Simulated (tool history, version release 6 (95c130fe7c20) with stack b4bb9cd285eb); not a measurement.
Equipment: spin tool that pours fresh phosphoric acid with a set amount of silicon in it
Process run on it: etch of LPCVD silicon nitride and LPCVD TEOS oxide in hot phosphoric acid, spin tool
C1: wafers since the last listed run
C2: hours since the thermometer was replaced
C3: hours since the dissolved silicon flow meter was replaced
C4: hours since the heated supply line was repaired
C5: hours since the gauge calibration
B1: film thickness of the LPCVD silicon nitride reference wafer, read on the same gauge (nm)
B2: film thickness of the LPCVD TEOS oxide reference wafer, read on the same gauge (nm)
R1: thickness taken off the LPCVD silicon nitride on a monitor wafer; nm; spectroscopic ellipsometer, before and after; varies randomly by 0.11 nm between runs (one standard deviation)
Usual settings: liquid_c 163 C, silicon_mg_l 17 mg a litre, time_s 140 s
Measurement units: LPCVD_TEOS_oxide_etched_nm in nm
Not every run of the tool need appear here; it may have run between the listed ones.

run 1 hour=0 | liquid_c=163 silicon_mg_l=17 time_s=140 | C1=0 C2=1021.7 C3=479.1 C4=1355.4 C5=87.1 | B1=30.02 B2=40.005 | R1=9.81 LPCVD_TEOS_oxide_etched_nm=0.314
-- hour=22.7 thermometer replaced
run 2 hour=23.5 | liquid_c=163 silicon_mg_l=17 time_s=140 | C1=105 C2=0.8 C3=502.6 C4=1378.9 C5=110.6 | B1=30.02 B2=40.041 | R1=10.65 LPCVD_TEOS_oxide_etched_nm=0.378
run 3 hour=50.9 | liquid_c=163 silicon_mg_l=17 time_s=140 | C1=127 C2=28.2 C3=530 C4=1406.3 C5=138 | B1=30 B2=40.012 | R1=10.91 LPCVD_TEOS_oxide_etched_nm=0.379
run 4 hour=78 | liquid_c=163 silicon_mg_l=17 time_s=190 | C1=126 C2=55.3 C3=557.1 C4=1433.4 C5=165.1 | B1=29.99 B2=40.023 | R1=14.3 LPCVD_TEOS_oxide_etched_nm=0.482
run 5 hour=91.2 | liquid_c=163 silicon_mg_l=17 time_s=190 | C1=61 C2=68.5 C3=570.3 C4=1446.6 C5=178.3 | B1=30.03 B2=39.97 | R1=14.37 LPCVD_TEOS_oxide_etched_nm=0.461
run 6 hour=125.8 | liquid_c=163 silicon_mg_l=17 time_s=190 | C1=161 C2=103.1 C3=604.9 C4=1481.2 C5=212.9 | B1=30.01 B2=40.014 | R1=14.57 LPCVD_TEOS_oxide_etched_nm=0.5
-- hour=138.1 dissolved silicon flow meter replaced
run 7 hour=139.8 | liquid_c=163 silicon_mg_l=17 time_s=105 | C1=60 C2=117.1 C3=1.7 C4=1495.2 C5=226.9 | B1=29.98 B2=39.982 | R1=7.9 LPCVD_TEOS_oxide_etched_nm=0.28
run 8 hour=158.6 | liquid_c=165 silicon_mg_l=25.5 time_s=195 | C1=87 C2=135.9 C3=20.5 C4=1514 C5=245.7 | B1=30.01 B2=39.962 | R1=15.78 LPCVD_TEOS_oxide_etched_nm=0.445
run 9 hour=187.8 | liquid_c=163 silicon_mg_l=17 time_s=70 | C1=136 C2=165.1 C3=49.7 C4=1543.2 C5=274.9 | B1=30 B2=39.931 | R1=5.18 LPCVD_TEOS_oxide_etched_nm=0.155
run 10 hour=200.4 | liquid_c=163 silicon_mg_l=5.5 time_s=140 | C1=58 C2=177.7 C3=62.3 C4=1555.8 C5=287.5 | B1=29.97 B2=39.977 | R1=10.37 LPCVD_TEOS_oxide_etched_nm=0.414
run 11 hour=222.1 | liquid_c=161.5 silicon_mg_l=22.5 time_s=140 | C1=101 C2=199.4 C3=84 C4=1577.5 C5=309.2 | B1=29.98 B2=39.99 | R1=10.02 LPCVD_TEOS_oxide_etched_nm=0.251
run 12 hour=237.8 | liquid_c=163 silicon_mg_l=17 time_s=75 | C1=73 C2=215.1 C3=99.7 C4=1593.2 C5=324.9 | B1=29.97 B2=40.007 | R1=5.6 LPCVD_TEOS_oxide_etched_nm=0.167
run 13 hour=271.8 | liquid_c=163 silicon_mg_l=17 time_s=140 | C1=158 C2=249.1 C3=133.7 C4=1627.2 C5=358.9 | B1=30.03 B2=39.997 | R1=10.4 LPCVD_TEOS_oxide_etched_nm=0.343
run 14 hour=285.9 | liquid_c=160 silicon_mg_l=17 time_s=90 | C1=65 C2=263.2 C3=147.8 C4=1641.3 C5=373 | B1=30.01 B2=39.986 | R1=6.02 LPCVD_TEOS_oxide_etched_nm=0.169
-- hour=297 heated supply line repaired
run 15 hour=314 | liquid_c=163 silicon_mg_l=12 time_s=140 | C1=126 C2=291.3 C3=175.9 C4=17 C5=401.1 | B1=29.99 B2=40.012 | R1=11.75 LPCVD_TEOS_oxide_etched_nm=0.475
run 16 hour=339.8 | liquid_c=161.5 silicon_mg_l=22.5 time_s=140 | C1=120 C2=317.1 C3=201.7 C4=42.8 C5=426.9 | B1=30.01 B2=39.977 | R1=11.01 LPCVD_TEOS_oxide_etched_nm=0.318
-- hour=352.2 gauge calibrated
run 17 hour=361 | liquid_c=163 silicon_mg_l=17 time_s=185 | C1=99 C2=338.3 C3=222.9 C4=64 C5=8.8 | B1=30.01 B2=40.032 | R1=15.44 LPCVD_TEOS_oxide_etched_nm=0.589
run 18 hour=375.7 | liquid_c=163 silicon_mg_l=17 time_s=75 | C1=68 C2=353 C3=237.6 C4=78.7 C5=23.5 | B1=30.03 B2=40.009 | R1=6.27 LPCVD_TEOS_oxide_etched_nm=0.251
run 19 hour=408.9 | liquid_c=165.5 silicon_mg_l=25 time_s=140 | C1=155 C2=386.2 C3=270.8 C4=111.9 C5=56.7 | B1=30.03 B2=39.96 | R1=12.52 LPCVD_TEOS_oxide_etched_nm=0.366
run 20 hour=427.4 | liquid_c=164 silicon_mg_l=17 time_s=90 | C1=86 C2=404.7 C3=289.3 C4=130.4 C5=75.2 | B1=30 B2=40.037 | R1=7.62 LPCVD_TEOS_oxide_etched_nm=0.307
run 21 hour=457.4 | liquid_c=164 silicon_mg_l=25.5 time_s=90 | C1=140 C2=434.7 C3=319.3 C4=160.4 C5=105.2 | B1=30.01 B2=40.009 | R1=7.7 LPCVD_TEOS_oxide_etched_nm=0.216
run 22 hour=484.5 | liquid_c=163 silicon_mg_l=17 time_s=140 | C1=126 C2=461.8 C3=346.4 C4=187.5 C5=132.3 | B1=30.01 B2=39.961 | R1=11.36 LPCVD_TEOS_oxide_etched_nm=0.4
run 23 hour=517.8 | liquid_c=162 silicon_mg_l=17 time_s=105 | C1=155 C2=495.1 C3=379.7 C4=220.8 C5=165.6 | B1=29.99 B2=40 | R1=8.22 LPCVD_TEOS_oxide_etched_nm=0.289

What was the tool's hidden state at every run in the log?
dissolved silicon flow above the setpoint (%): 0 in every run
gauge reads high (%): 0 in every run
H1: liquid colder than its thermometer reads (K)
H2: temperature lost on the way to the wafer (K)
run=1 H1=2.57 H2=3.28
run=2 H1=0.198 H2=3.33
run=3 H1=0.266 H2=3.4
run=4 H1=0.333 H2=3.46
run=5 H1=0.366 H2=3.5
run=6 H1=0.452 H2=3.58
run=7 H1=0.487 H2=3.61
run=8 H1=0.534 H2=3.66
run=9 H1=0.607 H2=3.73
run=10 H1=0.638 H2=3.76
run=11 H1=0.692 H2=3.81
run=12 H1=0.731 H2=3.85
run=13 H1=0.816 H2=3.93
run=14 H1=0.851 H2=3.96
run=15 H1=0.921 H2=0.0639
run=16 H1=0.985 H2=0.126
run=17 H1=1.04 H2=0.176
run=18 H1=1.07 H2=0.211
run=19 H1=1.16 H2=0.291
run=20 H1=1.2 H2=0.335
run=21 H1=1.28 H2=0.407
run=22 H1=1.35 H2=0.471
run=23 H1=1.43 H2=0.551
